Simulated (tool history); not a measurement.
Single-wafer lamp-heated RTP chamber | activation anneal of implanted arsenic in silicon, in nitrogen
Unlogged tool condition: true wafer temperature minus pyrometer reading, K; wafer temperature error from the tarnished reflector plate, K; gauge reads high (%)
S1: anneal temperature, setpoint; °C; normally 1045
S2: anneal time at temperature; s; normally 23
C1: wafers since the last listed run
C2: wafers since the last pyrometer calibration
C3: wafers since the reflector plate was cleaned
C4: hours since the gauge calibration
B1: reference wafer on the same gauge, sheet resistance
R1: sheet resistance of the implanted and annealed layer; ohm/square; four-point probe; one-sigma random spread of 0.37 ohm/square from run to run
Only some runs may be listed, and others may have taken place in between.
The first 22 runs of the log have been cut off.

| run | day | S1 | S2 | C1 | C2 | C3 | C4 | B1 | R1 |
|---|---|---|---|---|---|---|---|---|---|
| 23 | 11.088 | 1045 | 34 | 101 | 1180 | 157 | 132.0 | 73.92 | 81.72 |
| 24 | 11.500 | 1045 | 23 | 106 | 1286 | 263 | 141.9 | 73.85 | 85.65 |
| 25 | 11.958 | 1045 | 13 | 118 | 1405 | 382 | 152.9 | 74.00 | 90.66 |
| 26 | 12.471 | 1032 | 32 | 132 | 1537 | 514 | 165.2 | 74.02 | 85.78 |
| 27 | 13.212 | 1025 | 23 | 191 | 1729 | 706 | 183.0 | 74.02 | 90.19 |
| 28 | 13.467 | 1045 | 23 | 65 | 1795 | 772 | 189.1 | 74.04 | 85.37 |
| 29 | 13.996 | 1045 | 23 | 136 | 1931 | 908 | 201.8 | 74.05 | 85.45 |
| 30 | 14.375 | 1023 | 23 | 97 | 2029 | 1006 | 210.9 | 73.99 | 90.82 |
| 31 | 14.750 | 1059 | 30 | 96 | 2126 | 1103 | 219.9 | 74.11 | 80.10 |
| 32 | 15.350 | 1018 | 15 | 155 | 2281 | 1258 | 234.3 | 73.96 | 94.25 |
| 33 | 15.638 | 1045 | 23 | 74 | 2355 | 1332 | 241.2 | 74.06 | 85.72 |
| 34 | 15.908 | 1035 | 23 | 69 | 2425 | 1402 | 247.7 | 74.00 | 88.00 |
| 35 | 16.188 | 1019 | 36 | 72 | 2497 | 1474 | 254.4 | 73.97 | 87.24 |
|  | 16.383 | gauge calibrated |
|  | 16.812 | pyrometer window cleaned and pyrometer calibrated |
| 36 | 16.833 | 1065 | 14 | 80 | 5 | 1555 | 10.8 | 74.10 | 85.80 |
| 37 | 17.462 | 1027 | 12 | 162 | 167 | 1718 | 25.9 | 74.08 | 94.78 |

Alternative continuations, all from the tool just after run 37; predict every row:
| A | 17.479 | 1045 | 23 | 4 | 172 | 1722 | 26.3 | ? | ? |
| B | 17.479 | 1062 | 23 | 4 | 172 | 1722 | 26.3 | ? | ? |
| C | 17.479 | 1019 | 15 | 4 | 172 | 1722 | 26.3 | ? | ? |
| D | 17.479 | 1036 | 11 | 4 | 172 | 1722 | 26.3 | ? | ? |

| run | B1 | R1 |
|---|---|---|
| A | 73.86 | 85.55 |
| B | 73.86 | 81.97 |
| C | 73.86 | 94.62 |
| D | 73.86 | 93.58 |
Had the tool no hidden state, the same runs would have come out as:
| run | R1 |
|---|---|
| A | 85.55 |
| B | 81.97 |
| C | 94.62 |
| D | 93.58 |
